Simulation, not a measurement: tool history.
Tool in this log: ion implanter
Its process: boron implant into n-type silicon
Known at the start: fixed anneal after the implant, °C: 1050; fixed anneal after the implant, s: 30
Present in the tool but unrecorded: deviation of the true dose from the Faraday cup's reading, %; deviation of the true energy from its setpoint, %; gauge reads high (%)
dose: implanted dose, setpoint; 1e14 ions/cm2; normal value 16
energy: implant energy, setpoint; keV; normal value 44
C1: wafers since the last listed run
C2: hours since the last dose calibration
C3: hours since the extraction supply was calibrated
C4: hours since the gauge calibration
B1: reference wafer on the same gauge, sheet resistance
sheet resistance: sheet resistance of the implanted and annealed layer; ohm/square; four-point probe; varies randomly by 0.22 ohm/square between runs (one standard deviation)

Run 1, hour 0: usual settings; C1 0; C2 247.6; C3 4616.6; C4 947.7; B1 63.51. Result: sheet resistance 73.34 ohm/square.
At hour 29.2: gauge calibrated.
Run 2, hour 61.3: usual settings; C1 1947; C2 308.9; C3 4677.9; C4 32.1; B1 63.49. Result: sheet resistance 73.41 ohm/square.
Run 3, hour 164.1: usual settings; C1 3266; C2 411.7; C3 4780.7; C4 134.9; B1 63.5. Result: sheet resistance 73.41 ohm/square.
Run 4, hour 310.5: usual settings; C1 4651; C2 558.1; C3 4927.1; C4 281.3; B1 63.49. Result: sheet resistance 73.5 ohm/square.
Run 5, hour 374.8: usual settings; C1 2042; C2 622.4; C3 4991.4; C4 345.6; B1 63.51. Result: sheet resistance 73.27 ohm/square.
Run 6, hour 684.8: usual settings; C1 9849; C2 932.4; C3 5301.4; C4 655.6; B1 63.48. Result: sheet resistance 73.97 ohm/square.
At hour 756.8: extraction supply calibrated.
Run 7, hour 773.9: usual settings; C1 2576; C2 1021.5; C3 17.1; C4 744.7; B1 63.48. Result: sheet resistance 73.17 ohm/square.
At hour 800.6: Faraday cup replaced and dose calibrated.
Run 8, hour 866.5: usual settings but energy 49 keV; C1 2687; C2 65.9; C3 109.7; C4 837.3; B1 63.48. Result: sheet resistance 73.19 ohm/square.
Run 9, hour 908.5: usual settings but energy 32.5 keV; C1 1334; C2 107.9; C3 151.7; C4 879.3; B1 63.47. Result: sheet resistance 75.33 ohm/square.
At hour 916.2: gauge calibrated.
Run 10, hour 984: usual settings but dose 13.32 1e14 ions/cm2, energy 49 keV; C1 2398; C2 183.4; C3 227.2; C4 67.8; B1 63.47. Result: sheet resistance 85.81 ohm/square.
Run 11, hour 1081.8: usual settings; C1 3107; C2 281.2; C3 325; C4 165.6; B1 63.51. Result: sheet resistance 73.15 ohm/square.
Run 12, hour 1176.4: usual settings but dose 18.52 1e14 ions/cm2, energy 59.5 keV; C1 3005; C2 375.8; C3 419.6; C4 260.2; B1 63.5. Result: sheet resistance 63.15 ohm/square.
Run 13, hour 1259.9: usual settings but dose 14.31 1e14 ions/cm2, energy 31 keV; C1 2652; C2 459.3; C3 503.1; C4 343.7; B1 63.48. Result: sheet resistance 83.45 ohm/square.
Run 14, hour 1346.6: usual settings but dose 13.78 1e14 ions/cm2, energy 34 keV; C1 2754; C2 546; C3 589.8; C4 430.4; B1 63.48. Result: sheet resistance 85.38 ohm/square.

Here are 5 independent what-if runs from the current tool condition. What would each one return?
Run A, hour 1347: usual settings but dose 19.44 1e14 ions/cm2; C1 12; C2 546.4; C3 590.2; C4 430.8; B1 ?. Result: sheet resistance ?.
Run B, hour 1347: usual settings but dose 18.59 1e14 ions/cm2, energy 56 keV; C1 12; C2 546.4; C3 590.2; C4 430.8; B1 ?. Result: sheet resistance ?.
Run C, hour 1347: usual settings but dose 14.6 1e14 ions/cm2, energy 32.5 keV; C1 12; C2 546.4; C3 590.2; C4 430.8; B1 ?. Result: sheet resistance ?.
Run D, hour 1347: usual settings but dose 18.61 1e14 ions/cm2, energy 36.5 keV; C1 12; C2 546.4; C3 590.2; C4 430.8; B1 ?. Result: sheet resistance ?.
Run E, hour 1347: usual settings but dose 19.43 1e14 ions/cm2; C1 12; C2 546.4; C3 590.2; C4 430.8; B1 ?. Result: sheet resistance ?.

run     B1  sheet resistance
  A  63.52              62.1
  B  63.52             63.52
  C  63.52              82.1
  D  63.52             65.54
  E  63.52             62.13
Had the tool no hidden state, the same runs would have come out as:
run  sheet resistance
  A              62.1
  B             63.52
  C              82.1
  D             65.54
  E             62.13

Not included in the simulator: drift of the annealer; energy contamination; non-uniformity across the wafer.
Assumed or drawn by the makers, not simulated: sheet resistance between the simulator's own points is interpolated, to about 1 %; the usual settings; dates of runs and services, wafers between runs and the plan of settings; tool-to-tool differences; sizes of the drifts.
